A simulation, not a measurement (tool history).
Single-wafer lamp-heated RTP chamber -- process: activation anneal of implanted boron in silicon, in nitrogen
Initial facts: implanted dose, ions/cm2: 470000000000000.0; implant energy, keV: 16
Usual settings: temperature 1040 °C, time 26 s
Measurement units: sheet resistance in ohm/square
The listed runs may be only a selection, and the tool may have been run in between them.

run,hour,temperature,time,wafers since the last listed run,wafers since the last pyrometer calibration,wafers since the reflector plate was cleaned,hours since the gauge calibration,"read-back reference wafer on the same gauge, sheet resistance",sheet resistance
1,0,1040,26,0,7329,667,737.8,216.9,234.52
2,85.3,1040,17,1720,9049,2387,823.1,217.1,235.83
# hour 94.3: pyrometer window cleaned and pyrometer calibrated
3,158.3,1040,17,1310,1291,3698,896.1,216.93,235.98
4,253.2,1040,17,1913,3205,5612,991,216.98,236.19
5,312.1,1061,34,1187,4393,6800,1049.9,216.97,232.52
6,361.9,1040,26,1004,5397,7804,1099.7,216.91,235.25
7,426,1040,26,1292,6690,9097,1163.8,216.86,235.21
8,533.3,1040,26,2164,8854,11261,1271.1,217.02,234.91
9,611.9,1040,26,1585,10440,12846,1349.7,216.94,235.64
# hour 620.1: pyrometer window cleaned and pyrometer calibrated
10,660.2,1040,26,812,808,13659,1398,216.95,235.61
# hour 737.1: reflector plate cleaned
11,758.5,1040,26,1821,2630,432,1496.3,216.96,234.86
12,806.9,1040,33,976,3606,1408,1544.7,216.98,234.82
13,848.3,1040,33,834,4441,2243,1586.1,216.86,235.08
14,885.7,1040,26,754,5195,2997,1623.5,217.01,235.36
15,1078.4,1040,26,3886,9081,6884,1816.2,216.91,234.99
# hour 1145.4: pyrometer window cleaned and pyrometer calibrated
16,1145.9,1055,26,1200,9,8084,1883.7,216.9,233.5
17,1187.6,1040,26,841,850,8925,1925.4,217.18,235.8
18,1274.1,1040,26,1744,2594,10669,2011.9,216.91,235.56
# hour 1346.7: reflector plate cleaned
19,1362.5,1040,26,1621,4216,319,2100.3,217.23,234.74
20,1454.5,1040,26,1855,6072,2174,2192.3,217.02,234.86
21,1506.8,1056,34,1054,7126,3229,2244.6,217.07,232.72
22,1553.1,1030,22,933,8060,4163,2290.9,217.02,236.57
23,1631.2,1052,32,1575,9635,5738,2369,216.98,234.07
# hour 1642.4: pyrometer window cleaned and pyrometer calibrated
24,1688.4,1040,26,992,927,6730,2426.2,217.09,235.46
# hour 1699.8: gauge calibrated
25,1782.9,1059,26,1905,2833,8636,83.1,217.03,233.66
26,1842.2,1052,39,1195,4029,9832,142.4,217.14,232.78
# hour 1927.9: reflector plate cleaned
27,1928.4,1040,31,1577,5606,9,228.6,217.07,234.57
28,2004.7,1022,26,1538,7145,1548,304.9,217.14,236.49
29,2068.8,1014,17,1292,8438,2841,369,216.97,238.64
# hour 2124.4: pyrometer window cleaned and pyrometer calibrated
30,2169.7,1048,36,1873,914,4715,469.9,216.91,233.86
31,2255.1,1040,11,1722,2636,6437,555.3,217.08,236.73
32,2344.2,1031,22,1797,4433,8234,644.4,216.99,236.38
33,2451.5,1068,37,2164,6597,10398,751.7,216.93,230.82
34,2511.8,1014,26,1216,7813,11614,812,216.97,238.12
35,2605.6,1024,16,1891,9705,13506,905.8,217.07,238.1
36,2651.9,1032,32,933,10639,14440,952.1,217.13,235.02

Run-by-run hidden state of the tool:
true wafer temperature minus pyrometer reading, K: 0 in every run
wafer temperature error from the tarnished reflector plate, K: 0 in every run
gauge reads high (%): 0 in every run

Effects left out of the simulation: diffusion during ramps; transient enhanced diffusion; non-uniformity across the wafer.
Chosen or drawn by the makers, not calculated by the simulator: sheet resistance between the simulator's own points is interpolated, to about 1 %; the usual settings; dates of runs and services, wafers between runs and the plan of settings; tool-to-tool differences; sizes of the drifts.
